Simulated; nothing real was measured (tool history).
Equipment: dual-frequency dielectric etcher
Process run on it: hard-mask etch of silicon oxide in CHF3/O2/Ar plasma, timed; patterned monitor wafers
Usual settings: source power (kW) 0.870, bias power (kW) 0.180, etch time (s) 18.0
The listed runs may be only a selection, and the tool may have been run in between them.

| run | hour | source power (kW) | bias power (kW) | etch time (s) | read-back reference wafer on the same gauge, depth_nm | mean etch depth across the wafer (nm) |
|---|---|---|---|---|---|---|
| 1 | 0.0 | 0.870 | 0.170 | 21.0 | 48.92 | 46.62 |
| 2 | 72.9 | 0.870 | 0.170 | 21.0 | 48.93 | 46.49 |
|  | 77.3 | gauge calibrated |
| 3 | 153.4 | 0.870 | 0.170 | 21.0 | 48.88 | 46.36 |
|  | 317.3 | wet clean of the chamber |
| 4 | 358.2 | 0.870 | 0.192 | 18.0 | 48.91 | 41.44 |
|  | 372.0 | source power generator calibrated |
| 5 | 440.0 | 0.870 | 0.168 | 18.0 | 48.93 | 40.57 |
| 6 | 511.0 | 0.870 | 0.168 | 18.0 | 48.92 | 40.36 |
| 7 | 562.0 | 0.870 | 0.168 | 18.0 | 48.91 | 40.31 |
|  | 590.6 | upper electrode replaced |
| 8 | 641.6 | 0.870 | 0.135 | 14.0 | 48.93 | 29.48 |
|  | 678.8 | bias power generator calibrated |
| 9 | 679.3 | 0.870 | 0.180 | 18.0 | 48.90 | 41.02 |
|  | 765.9 | wet clean of the chamber |
| 10 | 766.4 | 0.870 | 0.180 | 15.5 | 48.90 | 35.61 |
|  | 811.8 | gauge calibrated |
| 11 | 854.6 | 0.870 | 0.180 | 18.0 | 48.89 | 41.17 |
| 12 | 896.6 | 0.870 | 0.157 | 13.5 | 48.91 | 29.75 |
| 13 | 970.8 | 0.870 | 0.180 | 22.5 | 48.88 | 51.37 |
| 14 | 1026.5 | 0.800 | 0.165 | 18.0 | 48.91 | 38.69 |
| 15 | 1091.1 | 0.680 | 0.180 | 20.0 | 48.91 | 41.41 |

What if the next run were any one of these 5? Each begins from the tool's condition after run 15:
| A | 1091.5 | 0.870 | 0.180 | 18.0 | ? | ? |
| B | 1091.5 | 1.010 | 0.222 | 22.0 | ? | ? |
| C | 1091.5 | 0.870 | 0.180 | 20.5 | ? | ? |
| D | 1091.5 | 0.720 | 0.180 | 19.5 | ? | ? |
| E | 1091.5 | 0.750 | 0.192 | 21.5 | ? | ? |

| run | read-back reference wafer on the same gauge, depth_nm | mean etch depth across the wafer (nm) |
|---|---|---|
| A | 48.92 | 40.67 |
| B | 48.92 | 55.74 |
| C | 48.92 | 46.32 |
| D | 48.92 | 41.15 |
| E | 48.92 | 46.90 |
Without the tool's unlogged condition, the same runs would have read:
| run | mean etch depth across the wafer (nm) |
|---|---|
| A | 41.40 |
| B | 56.74 |
| C | 47.15 |
| D | 41.89 |
| E | 47.74 |
